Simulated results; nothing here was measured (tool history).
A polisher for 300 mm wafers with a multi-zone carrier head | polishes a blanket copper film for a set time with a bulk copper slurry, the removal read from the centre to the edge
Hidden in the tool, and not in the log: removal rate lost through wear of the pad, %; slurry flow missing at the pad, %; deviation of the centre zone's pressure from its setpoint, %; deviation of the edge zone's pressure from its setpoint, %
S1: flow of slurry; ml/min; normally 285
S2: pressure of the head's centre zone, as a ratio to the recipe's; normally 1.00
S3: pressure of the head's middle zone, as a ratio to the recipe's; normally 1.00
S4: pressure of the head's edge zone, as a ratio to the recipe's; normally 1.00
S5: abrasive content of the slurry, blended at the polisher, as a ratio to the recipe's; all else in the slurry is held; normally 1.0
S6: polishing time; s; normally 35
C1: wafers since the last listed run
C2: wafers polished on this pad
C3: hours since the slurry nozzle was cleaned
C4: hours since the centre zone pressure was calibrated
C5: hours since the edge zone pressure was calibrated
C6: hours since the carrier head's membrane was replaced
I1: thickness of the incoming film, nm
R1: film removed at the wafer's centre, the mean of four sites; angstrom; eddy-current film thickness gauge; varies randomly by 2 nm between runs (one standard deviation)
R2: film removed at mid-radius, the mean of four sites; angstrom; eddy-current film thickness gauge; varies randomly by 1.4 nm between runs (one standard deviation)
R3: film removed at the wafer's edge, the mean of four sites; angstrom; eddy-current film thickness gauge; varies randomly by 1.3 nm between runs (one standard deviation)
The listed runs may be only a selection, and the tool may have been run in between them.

run 1 hour=0.0 | S1=285 S2=1.00 S3=1.00 S4=1.00 S5=1.0 S6=35 | C1=0 C2=61 C3=293.8 C4=30.4 C5=103.2 C6=1532.4 | I1=2634.3 | R1=1522 R2=1502 R3=1465
run 2 hour=38.7 | S1=285 S2=1.07 S3=1.00 S4=1.12 S5=1.0 S6=35 | C1=374 C2=436 C3=332.5 C4=69.1 C5=141.9 C6=1571.1 | I1=2559.9 | R1=1587 R2=1441 R3=1507
run 3 hour=97.7 | S1=235 S2=1.04 S3=1.10 S4=1.00 S5=1.0 S6=26 | C1=571 C2=1007 C3=391.5 C4=128.1 C5=200.9 C6=1630.1 | I1=2603.3 | R1=1052 R2=1097 R3=1006
run 4 hour=164.4 | S1=285 S2=1.00 S3=1.08 S4=1.00 S5=1.0 S6=35 | C1=645 C2=1653 C3=458.2 C4=194.8 C5=267.6 C6=1696.8 | I1=2566.8 | R1=1353 R2=1415 R3=1345
run 5 hour=205.8 | S1=285 S2=1.00 S3=1.00 S4=1.00 S5=1.0 S6=35 | C1=400 C2=2054 C3=499.6 C4=236.2 C5=309.0 C6=1738.2 | I1=2571.4 | R1=1337 R2=1316 R3=1334
run 6 hour=238.3 | S1=285 S2=1.00 S3=1.08 S4=1.00 S5=1.0 S6=35 | C1=314 C2=2368 C3=532.1 C4=268.7 C5=341.5 C6=1770.7 | I1=2598.2 | R1=1365 R2=1380 R3=1312
-- hour=267.0 carrier head's membrane replaced by a new one
run 7 hour=281.4 | S1=285 S2=1.00 S3=1.08 S4=1.00 S5=1.0 S6=35 | C1=368 C2=2737 C3=575.2 C4=311.8 C5=384.6 C6=14.4 | I1=2563.2 | R1=1317 R2=1350 R3=1300
run 8 hour=343.4 | S1=285 S2=1.09 S3=1.00 S4=1.00 S5=1.0 S6=27 | C1=600 C2=3337 C3=637.2 C4=373.8 C5=446.6 C6=76.4 | I1=2535.4 | R1=1071 R2=955 R3=985
-- hour=349.8 worn pad replaced by a new one
-- hour=354.3 slurry nozzle cleaned
-- hour=361.8 edge zone pressure recalibrated
run 9 hour=402.2 | S1=285 S2=1.00 S3=1.00 S4=1.00 S5=1.0 S6=35 | C1=501 C2=478 C3=47.9 C4=432.6 C5=40.4 C6=135.2 | I1=2597.8 | R1=1522 R2=1448 R3=1474
run 10 hour=462.3 | S1=285 S2=1.00 S3=1.05 S4=1.11 S5=1.0 S6=45 | C1=581 C2=1060 C3=108.0 C4=492.7 C5=100.5 C6=195.3 | I1=2591.2 | R1=1861 R2=1889 R3=1891
run 11 hour=497.5 | S1=285 S2=1.00 S3=1.00 S4=1.00 S5=1.0 S6=35 | C1=340 C2=1401 C3=143.2 C4=527.9 C5=135.7 C6=230.5 | I1=2583.9 | R1=1435 R2=1389 R3=1371
run 12 hour=550.1 | S1=285 S2=0.90 S3=1.00 S4=0.89 S5=1.1 S6=35 | C1=509 C2=1910 C3=195.8 C4=580.5 C5=188.3 C6=283.1 | I1=2617.5 | R1=1269 R2=1418 R3=1346
run 13 hour=603.3 | S1=285 S2=1.00 S3=0.97 S4=1.00 S5=1.0 S6=47 | C1=515 C2=2425 C3=249.0 C4=633.7 C5=241.5 C6=336.3 | I1=2570.8 | R1=1863 R2=1775 R3=1809
run 14 hour=627.6 | S1=375 S2=0.95 S3=1.00 S4=1.00 S5=1.0 S6=35 | C1=235 C2=2660 C3=273.3 C4=658.0 C5=265.8 C6=360.6 | I1=2587.0 | R1=1339 R2=1383 R3=1374

Expected results for the next run?
run 15 hour=663.6 | S1=285 S2=1.00 S3=1.00 S4=1.00 S5=1.0 S6=35 | C1=348 C2=3009 C3=309.3 C4=694.0 C5=301.8 C6=396.6 | I1=2579.8 | R1=? R2=? R3=?

{"run 15": {"R1": 1363, "R2": 1337, "R3": 1329}}
With no hidden state in the tool, this same run would have given R1 1571 angstrom, R2 1538 angstrom, R3 1526 angstrom.
